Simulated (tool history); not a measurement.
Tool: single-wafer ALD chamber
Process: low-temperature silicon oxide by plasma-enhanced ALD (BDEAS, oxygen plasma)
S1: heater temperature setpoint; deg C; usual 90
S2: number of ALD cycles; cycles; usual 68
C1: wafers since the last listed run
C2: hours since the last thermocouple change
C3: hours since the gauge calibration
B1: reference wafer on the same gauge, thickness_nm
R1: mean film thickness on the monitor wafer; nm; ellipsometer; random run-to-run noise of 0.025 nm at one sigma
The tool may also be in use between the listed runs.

run 1 hour=0.0 | S1=102 S2=75 | C1=0 C2=2322.4 C3=40.4 | B1=8.414 | R1=10.622
run 2 hour=6.0 | S1=102 S2=75 | C1=37 C2=2328.4 C3=46.4 | B1=8.425 | R1=10.580
run 3 hour=37.5 | S1=83 S2=61 | C1=196 C2=2359.9 C3=77.9 | B1=8.420 | R1=9.172
run 4 hour=52.4 | S1=83 S2=61 | C1=92 C2=2374.8 C3=92.8 | B1=8.420 | R1=9.143
run 5 hour=69.1 | S1=90 S2=68 | C1=104 C2=2391.5 C3=109.5 | B1=8.418 | R1=9.966
run 6 hour=86.3 | S1=90 S2=68 | C1=107 C2=2408.7 C3=126.7 | B1=8.417 | R1=9.918
-- hour=93.8 gauge calibrated
run 7 hour=94.2 | S1=99 S2=68 | C1=49 C2=2416.6 C3=0.4 | B1=8.416 | R1=9.705
run 8 hour=108.4 | S1=90 S2=68 | C1=88 C2=2430.8 C3=14.6 | B1=8.420 | R1=9.937
-- hour=119.5 thermocouple changed; heater temperature recalibrated
run 9 hour=123.9 | S1=90 S2=68 | C1=46 C2=4.4 C3=30.1 | B1=8.425 | R1=9.989
run 10 hour=137.9 | S1=90 S2=79 | C1=87 C2=18.4 C3=44.1 | B1=8.422 | R1=11.530
run 11 hour=145.4 | S1=90 S2=80 | C1=46 C2=25.9 C3=51.6 | B1=8.425 | R1=11.673
run 12 hour=158.0 | S1=90 S2=59 | C1=78 C2=38.5 C3=64.2 | B1=8.414 | R1=8.637
run 13 hour=164.3 | S1=85 S2=79 | C1=39 C2=44.8 C3=70.5 | B1=8.417 | R1=11.737
run 14 hour=181.7 | S1=90 S2=68 | C1=108 C2=62.2 C3=87.9 | B1=8.423 | R1=9.963
run 15 hour=196.3 | S1=78 S2=68 | C1=90 C2=76.8 C3=102.5 | B1=8.422 | R1=10.379

Take each entry between the runs: how does the hidden state at the last listed run before it differ from the hidden state at the first listed run after it?
From run 6 to run 7: gauge calibrated (hour 93.8)
  both runs share identical hidden conditions
From run 8 to run 9: thermocouple changed; heater temperature recalibrated (hour 119.5)
  both runs share identical hidden conditions
